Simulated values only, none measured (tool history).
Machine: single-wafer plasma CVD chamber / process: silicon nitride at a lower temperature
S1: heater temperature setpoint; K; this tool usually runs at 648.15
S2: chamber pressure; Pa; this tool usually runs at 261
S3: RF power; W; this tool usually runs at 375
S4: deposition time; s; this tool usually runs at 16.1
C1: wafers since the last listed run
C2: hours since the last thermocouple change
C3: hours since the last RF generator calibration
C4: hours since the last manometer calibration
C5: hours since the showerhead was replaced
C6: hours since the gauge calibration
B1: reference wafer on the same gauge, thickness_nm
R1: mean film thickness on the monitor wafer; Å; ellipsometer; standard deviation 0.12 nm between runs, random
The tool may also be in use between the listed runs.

run   hour      S1   S2   S3    S4   C1      C2      C3      C4      C5     C6      B1      R1
  1    0.0  648.15  261  375  16.1    0  2523.0  2494.0  1848.5  3380.6  303.3  28.628  248.36
  2   17.4  648.15  261  375  16.1  463  2540.4  2511.4  1865.9  3398.0  320.7  28.608  247.73
  3   31.5  648.15  261  375  16.1  375  2554.5  2525.5  1880.0  3412.1  334.8  28.607  247.93
      43.9  -- RF generator calibrated
  4   44.4  648.15  261  375  16.1  130  2567.4     0.5  1892.9  3425.0  347.7  28.645  247.84
      66.6  -- thermocouple changed; heater temperature recalibrated
  5   67.1  648.15  261  340  16.1  391     0.5    23.2  1915.6  3447.7  370.4  28.546  231.00
  6   69.4  648.15  261  340  16.1   61     2.8    25.5  1917.9  3450.0  372.7  28.602  230.00
  7   78.2  648.15  312  450  16.1  234    11.6    34.3  1926.7  3458.8  381.5  28.589  293.78
  8   85.3  648.15  261  375  16.1  189    18.7    41.4  1933.8  3465.9  388.6  28.549  246.93
  9   96.3  648.15  304  375  16.1  292    29.7    52.4  1944.8  3476.9  399.6  28.614  258.01
 10  111.2  648.15  261  375  16.1  396    44.6    67.3  1959.7  3491.8  414.5  28.586  247.50
 11  125.8  656.15  261  305  18.2  388    59.2    81.9  1974.3  3506.4  429.1  28.592  240.10
     131.3  -- gauge calibrated
 12  140.6  659.15  261  375  16.1  394    74.0    96.7  1989.1  3521.2    9.3  28.611  247.53
 13  148.4  648.15  261  375  19.2  207    81.8   104.5  1996.9  3529.0   17.1  28.580  294.96
 14  163.5  648.15  261  375  13.4  402    96.9   119.6  2012.0  3544.1   32.2  28.570  206.40
 15  171.1  648.15  261  445  17.7  202   104.5   127.2  2019.6  3551.7   39.8  28.617  306.15
 16  182.6  640.15  225  375  18.3  306   116.0   138.7  2031.1  3563.2   51.3  28.594  275.71
     202.2  -- capacitance manometer re-zeroed and calibrated
 17  202.7  659.15  261  440  18.1  322   136.1   158.8     0.5  3583.3   71.4  28.596  312.72
     219.9  -- showerhead replaced
 18  220.4  643.15  321  340  14.1  258   153.8   176.5    18.2     0.5   89.1  28.636  213.38
 19  222.9  648.15  261  375  19.2   66   156.3   179.0    20.7     3.0   91.6  28.628  296.15
 20  237.6  648.15  261  325  16.1  391   171.0   193.7    35.4    17.7  106.3  28.595  224.22
 21  244.1  662.15  281  375  16.1  173   177.5   200.2    41.9    24.2  112.8  28.594  250.45
 22  255.8  648.15  261  375  16.1  311   189.2   211.9    53.6    35.9  124.5  28.619  246.31
 23  272.0  641.15  261  375  15.3  431   205.4   228.1    69.8    52.1  140.7  28.626  236.42
 24  281.4  640.15  261  400  16.1  250   214.8   237.5    79.2    61.5  150.1  28.615  263.23
 25  292.7  648.15  261  415  13.6  300   226.1   248.8    90.5    72.8  161.4  28.567  225.23
 26  304.5  648.15  261  375  14.4  314   237.9   260.6   102.3    84.6  173.2  28.616  222.48
 27  320.4  659.15  261  440  18.1  423   253.8   276.5   118.2   100.5  189.1  28.608  308.08
 28  331.4  648.15  323  375  16.1  292   264.8   287.5   129.2   111.5  200.1  28.590  261.29
 29  345.5  636.15  308  375  16.1  375   278.9   301.6   143.3   125.6  214.2  28.570  259.03
 30  359.6  648.15  261  375  16.1  375   293.0   315.7   157.4   139.7  228.3  28.602  249.02

What was the tool's hidden state at every run in the log?
wafer temperature above the value expected at the setpoint (K): 0 in every run
delivered RF power above the setpoint (%): 0 in every run
true pressure above the setpoint (%): 0 in every run
gauge reads high (%): 0 in every run

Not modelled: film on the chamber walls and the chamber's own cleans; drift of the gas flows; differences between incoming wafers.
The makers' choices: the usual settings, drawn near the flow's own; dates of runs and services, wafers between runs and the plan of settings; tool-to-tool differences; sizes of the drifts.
